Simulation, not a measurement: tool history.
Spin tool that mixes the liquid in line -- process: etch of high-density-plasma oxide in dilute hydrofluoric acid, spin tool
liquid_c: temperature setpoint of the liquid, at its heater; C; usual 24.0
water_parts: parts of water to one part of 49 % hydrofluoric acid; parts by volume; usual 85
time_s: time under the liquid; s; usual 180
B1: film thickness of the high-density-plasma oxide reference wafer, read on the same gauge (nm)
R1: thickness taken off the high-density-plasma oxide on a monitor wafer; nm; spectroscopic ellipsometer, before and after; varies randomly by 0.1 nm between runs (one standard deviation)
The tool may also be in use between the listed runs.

{"run": 1, "day": 0.0, "liquid_c": 24.0, "water_parts": 85, "time_s": 180, "B1": 69.99, "R1": 15.8}
{"run": 2, "day": 0.304, "liquid_c": 24.0, "water_parts": 85, "time_s": 180, "B1": 70.0, "R1": 16.05}
{"run": 3, "day": 1.042, "liquid_c": 24.0, "water_parts": 85, "time_s": 180, "B1": 70.0, "R1": 15.84}
{"run": 4, "day": 1.55, "liquid_c": 24.0, "water_parts": 85, "time_s": 180, "B1": 70.01, "R1": 16.17}
{"run": 5, "day": 1.929, "liquid_c": 24.0, "water_parts": 85, "time_s": 180, "B1": 70.0, "R1": 16.03}
{"run": 6, "day": 2.421, "liquid_c": 24.0, "water_parts": 85, "time_s": 180, "B1": 69.99, "R1": 16.05}
{"run": 7, "day": 3.088, "liquid_c": 24.0, "water_parts": 85, "time_s": 180, "B1": 70.01, "R1": 16.1}
{"run": 8, "day": 3.646, "liquid_c": 24.0, "water_parts": 110, "time_s": 95, "B1": 69.99, "R1": 6.34}
{"run": 9, "day": 4.221, "liquid_c": 24.0, "water_parts": 110, "time_s": 95, "B1": 70.03, "R1": 6.36}
{"run": 10, "day": 4.796, "liquid_c": 24.0, "water_parts": 85, "time_s": 180, "B1": 70.01, "R1": 16.06}
{"run": 11, "day": 5.133, "liquid_c": 24.0, "water_parts": 85, "time_s": 180, "B1": 70.02, "R1": 16.19}
{"run": 12, "day": 5.662, "liquid_c": 24.0, "water_parts": 85, "time_s": 180, "B1": 70.0, "R1": 16.08}
{"run": 13, "day": 6.262, "liquid_c": 24.0, "water_parts": 85, "time_s": 180, "B1": 70.0, "R1": 16.12}
{"run": 14, "day": 6.633, "liquid_c": 24.0, "water_parts": 85, "time_s": 180, "B1": 70.0, "R1": 16.12}
{"run": 15, "day": 7.296, "liquid_c": 24.0, "water_parts": 85, "time_s": 180, "B1": 69.99, "R1": 16.1}
{"run": 16, "day": 7.617, "liquid_c": 22.0, "water_parts": 85, "time_s": 245, "B1": 70.01, "R1": 20.2}
{"day": 7.792, "done": "thermometer replaced"}
{"run": 17, "day": 8.325, "liquid_c": 21.5, "water_parts": 110, "time_s": 240, "B1": 70.0, "R1": 14.89}
{"run": 18, "day": 9.042, "liquid_c": 24.0, "water_parts": 85, "time_s": 180, "B1": 70.01, "R1": 16.28}
{"run": 19, "day": 9.562, "liquid_c": 20.5, "water_parts": 85, "time_s": 100, "B1": 70.01, "R1": 7.73}
{"day": 9.838, "done": "hydrofluoric acid flow meter replaced"}
{"run": 20, "day": 10.267, "liquid_c": 24.0, "water_parts": 85, "time_s": 135, "B1": 70.01, "R1": 10.84}
{"run": 21, "day": 10.725, "liquid_c": 19.5, "water_parts": 70, "time_s": 265, "B1": 70.01, "R1": 21.99}
{"run": 22, "day": 11.012, "liquid_c": 28.0, "water_parts": 85, "time_s": 220, "B1": 69.99, "R1": 20.75}
{"run": 23, "day": 11.425, "liquid_c": 24.0, "water_parts": 60, "time_s": 280, "B1": 70.02, "R1": 33.08}

Run 24 has not been measured yet. What should we expect?
{"run": 24, "day": 11.762, "liquid_c": 20.5, "water_parts": 85, "time_s": 100, "B1": "?", "R1": "?"}

B1: 70.01
R1: 7.01 nm
Had the tool carried no hidden state, the very same run would have given R1 6.87 nm.
